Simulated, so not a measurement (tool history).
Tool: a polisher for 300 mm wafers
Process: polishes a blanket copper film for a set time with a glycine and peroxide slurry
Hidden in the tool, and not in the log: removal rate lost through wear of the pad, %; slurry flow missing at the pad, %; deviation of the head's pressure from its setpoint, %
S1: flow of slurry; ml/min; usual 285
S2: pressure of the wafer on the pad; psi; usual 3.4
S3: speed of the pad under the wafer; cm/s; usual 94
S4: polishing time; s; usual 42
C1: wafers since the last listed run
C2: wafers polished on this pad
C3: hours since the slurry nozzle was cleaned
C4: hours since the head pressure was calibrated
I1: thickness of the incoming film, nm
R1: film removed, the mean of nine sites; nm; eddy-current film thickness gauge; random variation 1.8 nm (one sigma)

| run | day | S1 | S2 | S3 | S4 | C1 | C2 | C3 | C4 | I1 | R1 |
|---|---|---|---|---|---|---|---|---|---|---|---|
| 1 | 0.000 | 285 | 3.4 | 94 | 42 | 0 | 1877 | 318.7 | 1080.0 | 999.7 | 210.0 |
| 2 | 1.454 | 285 | 3.4 | 94 | 42 | 500 | 2378 | 353.6 | 1114.9 | 999.8 | 210.2 |
|  | 2.583 | head pressure recalibrated |
| 3 | 2.900 | 285 | 3.4 | 94 | 42 | 469 | 2847 | 388.3 | 7.6 | 1009.4 | 210.7 |
|  | 3.175 | worn pad replaced by a new one |
| 4 | 4.167 | 285 | 3.4 | 118 | 42 | 378 | 340 | 418.7 | 38.0 | 993.4 | 270.2 |
| 5 | 5.454 | 285 | 3.4 | 94 | 47 | 443 | 784 | 449.6 | 68.9 | 1009.7 | 247.5 |
| 6 | 5.971 | 285 | 3.4 | 94 | 47 | 177 | 962 | 462.0 | 81.3 | 1021.0 | 243.0 |
| 7 | 7.371 | 285 | 3.4 | 94 | 47 | 482 | 1444 | 495.6 | 114.9 | 1015.1 | 239.7 |
| 8 | 8.100 | 330 | 2.5 | 94 | 42 | 251 | 1695 | 513.1 | 132.4 | 1020.5 | 179.2 |
| 9 | 8.867 | 285 | 3.4 | 94 | 42 | 264 | 1959 | 531.5 | 150.8 | 991.7 | 215.0 |
| 10 | 9.625 | 285 | 3.4 | 94 | 42 | 261 | 2220 | 549.7 | 169.0 | 1011.8 | 213.1 |
| 11 | 11.075 | 285 | 3.4 | 94 | 42 | 499 | 2720 | 584.5 | 203.8 | 991.4 | 211.3 |
| 12 | 12.033 | 285 | 3.4 | 94 | 42 | 330 | 3050 | 607.5 | 226.8 | 991.3 | 210.9 |
| 13 | 13.075 | 285 | 3.4 | 94 | 42 | 358 | 3408 | 632.5 | 251.8 | 1012.4 | 211.2 |
| 14 | 13.804 | 285 | 3.4 | 94 | 42 | 251 | 3659 | 650.0 | 269.3 | 1000.6 | 211.6 |
|  | 14.529 | worn pad replaced by a new one |
| 15 | 14.900 | 345 | 3.1 | 84 | 57 | 319 | 127 | 676.3 | 295.6 | 1025.4 | 268.4 |
| 16 | 16.267 | 285 | 3.4 | 94 | 42 | 470 | 598 | 709.1 | 328.4 | 1012.3 | 219.1 |
| 17 | 17.483 | 285 | 3.4 | 84 | 55 | 418 | 1017 | 738.3 | 357.6 | 1020.9 | 258.4 |
| 18 | 18.767 | 285 | 3.4 | 94 | 42 | 441 | 1459 | 769.1 | 388.4 | 1011.7 | 214.6 |
| 19 | 20.046 | 285 | 3.4 | 94 | 34 | 440 | 1899 | 799.8 | 419.1 | 1023.0 | 175.0 |
| 20 | 21.504 | 285 | 3.4 | 94 | 37 | 502 | 2401 | 834.8 | 454.1 | 1022.3 | 187.0 |
|  | 21.808 | slurry nozzle cleaned |
| 21 | 22.117 | 285 | 3.4 | 94 | 42 | 196 | 2598 | 7.4 | 468.8 | 1015.1 | 209.8 |
| 22 | 22.704 | 235 | 3.4 | 94 | 42 | 202 | 2800 | 21.5 | 482.9 | 1020.5 | 205.3 |
| 23 | 24.008 | 285 | 4.3 | 124 | 51 | 449 | 3249 | 52.8 | 514.2 | 1016.0 | 381.5 |
|  | 24.450 | worn pad replaced by a new one |
| 24 | 24.550 | 285 | 4.0 | 94 | 28 | 129 | 33 | 65.8 | 527.2 | 1011.6 | 170.8 |
| 25 | 25.167 | 285 | 4.5 | 94 | 42 | 212 | 246 | 80.6 | 542.0 | 1020.0 | 273.3 |
| 26 | 26.146 | 285 | 2.9 | 94 | 42 | 337 | 583 | 104.1 | 565.5 | 1025.3 | 201.6 |
| 27 | 27.183 | 285 | 3.4 | 118 | 48 | 357 | 940 | 129.0 | 590.4 | 1007.7 | 302.3 |
| 28 | 28.588 | 285 | 3.4 | 94 | 42 | 483 | 1424 | 162.7 | 624.1 | 1016.3 | 215.8 |
| 29 | 29.404 | 230 | 3.4 | 118 | 42 | 281 | 1705 | 182.3 | 643.7 | 995.8 | 255.5 |
| 30 | 30.200 | 345 | 3.4 | 94 | 56 | 274 | 1979 | 201.4 | 662.8 | 1003.9 | 290.5 |
| 31 | 31.375 | 355 | 3.4 | 108 | 42 | 404 | 2384 | 229.6 | 691.0 | 1006.6 | 242.6 |
| 32 | 32.675 | 205 | 3.1 | 126 | 42 | 447 | 2831 | 260.8 | 722.2 | 1028.0 | 249.8 |
|  | 33.058 | worn pad replaced by a new one |
| 33 | 34.158 | 285 | 2.6 | 94 | 42 | 453 | 379 | 296.4 | 757.8 | 1003.8 | 190.2 |
| 34 | 35.283 | 235 | 3.4 | 94 | 42 | 387 | 766 | 323.4 | 784.8 | 1016.0 | 215.0 |
| 35 | 36.317 | 325 | 3.9 | 116 | 30 | 355 | 1122 | 348.2 | 809.6 | 1024.5 | 204.2 |
| 36 | 36.938 | 340 | 3.4 | 94 | 50 | 213 | 1336 | 363.1 | 824.5 | 1005.8 | 260.5 |

The same runs without the tool's hidden state, with the same run-to-run variation:
| run | R1 |
|---|---|
| 1 | 229.3 |
| 2 | 231.0 |
| 3 | 232.6 |
| 4 | 278.4 |
| 5 | 260.6 |
| 6 | 257.5 |
| 7 | 257.5 |
| 8 | 193.5 |
| 9 | 233.2 |
| 10 | 231.8 |
| 11 | 231.0 |
| 12 | 231.0 |
| 13 | 231.8 |
| 14 | 232.5 |
| 15 | 271.4 |
| 16 | 227.5 |
| 17 | 272.7 |
| 18 | 229.2 |
| 19 | 188.5 |
| 20 | 202.6 |
| 21 | 227.8 |
| 22 | 223.3 |
| 23 | 416.0 |
| 24 | 171.5 |
| 25 | 278.4 |
| 26 | 209.2 |
| 27 | 318.2 |
| 28 | 230.3 |
| 29 | 274.3 |
| 30 | 313.2 |
| 31 | 262.9 |
| 32 | 271.6 |
| 33 | 197.3 |
| 34 | 227.2 |
| 35 | 218.5 |
| 36 | 280.3 |
